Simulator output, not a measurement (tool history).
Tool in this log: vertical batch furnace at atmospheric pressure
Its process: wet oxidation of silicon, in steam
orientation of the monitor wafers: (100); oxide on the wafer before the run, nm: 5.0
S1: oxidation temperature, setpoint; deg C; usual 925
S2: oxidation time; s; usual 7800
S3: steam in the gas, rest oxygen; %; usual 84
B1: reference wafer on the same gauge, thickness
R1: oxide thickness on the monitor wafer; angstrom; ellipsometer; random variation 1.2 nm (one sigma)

run 1 hour=0 | S1=925 S2=6060 S3=92 | B1=317.92 | R1=2775.2
run 2 hour=11.1 | S1=925 S2=6060 S3=92 | B1=318.26 | R1=2796
run 3 hour=35.3 | S1=925 S2=7800 S3=84 | B1=318.45 | R1=3146.9
run 4 hour=51.2 | S1=925 S2=7800 S3=84 | B1=317.45 | R1=3146.3
run 5 hour=69.4 | S1=925 S2=7800 S3=91 | B1=317.64 | R1=3354.9
run 6 hour=94.9 | S1=925 S2=7800 S3=91 | B1=317.57 | R1=3352.3
run 7 hour=108.3 | S1=925 S2=7800 S3=91 | B1=318.28 | R1=3337.6
run 8 hour=134.5 | S1=925 S2=5100 S3=75 | B1=318.26 | R1=2043.1
run 9 hour=144.9 | S1=925 S2=5100 S3=75 | B1=318.03 | R1=2031.1
run 10 hour=167.2 | S1=925 S2=7800 S3=84 | B1=318 | R1=3117.7
run 11 hour=190.7 | S1=925 S2=7800 S3=90 | B1=318.28 | R1=3303.3
run 12 hour=213.9 | S1=925 S2=7800 S3=84 | B1=317.6 | R1=3140.1
run 13 hour=235.1 | S1=925 S2=7800 S3=84 | B1=317.85 | R1=3144.7
-- hour=274.1 steam generator serviced
run 14 hour=274.6 | S1=931 S2=10140 S3=84 | B1=317.97 | R1=4199
run 15 hour=281.4 | S1=925 S2=7800 S3=80 | B1=317.94 | R1=3141.9
run 16 hour=288.2 | S1=925 S2=7800 S3=80 | B1=318.29 | R1=3133.5
run 17 hour=302.3 | S1=925 S2=7800 S3=91 | B1=317.93 | R1=3468.8
run 18 hour=316.9 | S1=915 S2=9750 S3=88 | B1=318.03 | R1=3669.8
run 19 hour=332.3 | S1=925 S2=7800 S3=84 | B1=318.05 | R1=3258.1
run 20 hour=351.4 | S1=907 S2=10620 S3=89 | B1=318.16 | R1=3633.3
run 21 hour=375.4 | S1=947 S2=11010 S3=81 | B1=318.07 | R1=4938.9
run 22 hour=395 | S1=925 S2=7800 S3=84 | B1=318.02 | R1=3268.6
run 23 hour=408.1 | S1=925 S2=11430 S3=84 | B1=318.05 | R1=4348.1
run 24 hour=427.5 | S1=925 S2=7800 S3=79 | B1=317.74 | R1=3110.9
run 25 hour=446.4 | S1=910 S2=7800 S3=76 | B1=318.11 | R1=2586.7
-- hour=472.8 thermocouples replaced and temperature profile calibrated
run 26 hour=473.3 | S1=925 S2=5550 S3=93 | B1=317.68 | R1=2694.1
run 27 hour=480.1 | S1=925 S2=9570 S3=84 | B1=318.37 | R1=3812.3
-- hour=500.6 gauge calibrated
run 28 hour=505.5 | S1=911 S2=7800 S3=90 | B1=317.98 | R1=2995.4
run 29 hour=562 | S1=925 S2=7800 S3=84 | B1=318.03 | R1=3244.6
run 30 hour=634.4 | S1=900 S2=5340 S3=73 | B1=318.17 | R1=1607.1
run 31 hour=645.3 | S1=913 S2=11250 S3=91 | B1=318.21 | R1=4127.4
run 32 hour=663 | S1=913 S2=10620 S3=84 | B1=318.19 | R1=3689.2
run 33 hour=686.3 | S1=925 S2=7800 S3=84 | B1=318.26 | R1=3253.8

Below, some changes in R1 between adjacent runs. For each, the amount present without the hidden state too (settings, incoming material, random variation) and the amount remaining for the hidden state with gauge scatter not shared by both compared results:
Hidden conditions of the tool in this case: true tube temperature minus thermocouple reading, K; steam share off its setpoint, % of the setpoint; gauge reads high (%).
Run 7 -> 8: S2 7800 -> 5100, S3 91 -> 75. R1 -1294.5 angstrom: hidden state +41.9, all else -1336.4.
Run 9 -> 10: S2 5100 -> 7800, S3 75 -> 84. R1 +1086.6 angstrom: hidden state -41.9, all else +1128.5.
Run 13 -> 14: S1 925 -> 931, S2 7800 -> 10140, steam generator serviced. R1 +1054.3 angstrom: hidden state +133, all else +921.3.
Run 21 -> 22: S1 947 -> 925, S2 11010 -> 7800, S3 81 -> 84. R1 -1670.3 angstrom: hidden state +1.7, all else -1672.
Run 29 -> 30: S1 925 -> 900, S2 7800 -> 5340, S3 84 -> 73. R1 -1637.5 angstrom: hidden state +2.5, all else -1640.
Run 30 -> 31: S1 900 -> 913, S2 5340 -> 11250, S3 73 -> 91. R1 +2520.3 angstrom: hidden state -6.6, all else +2526.9.
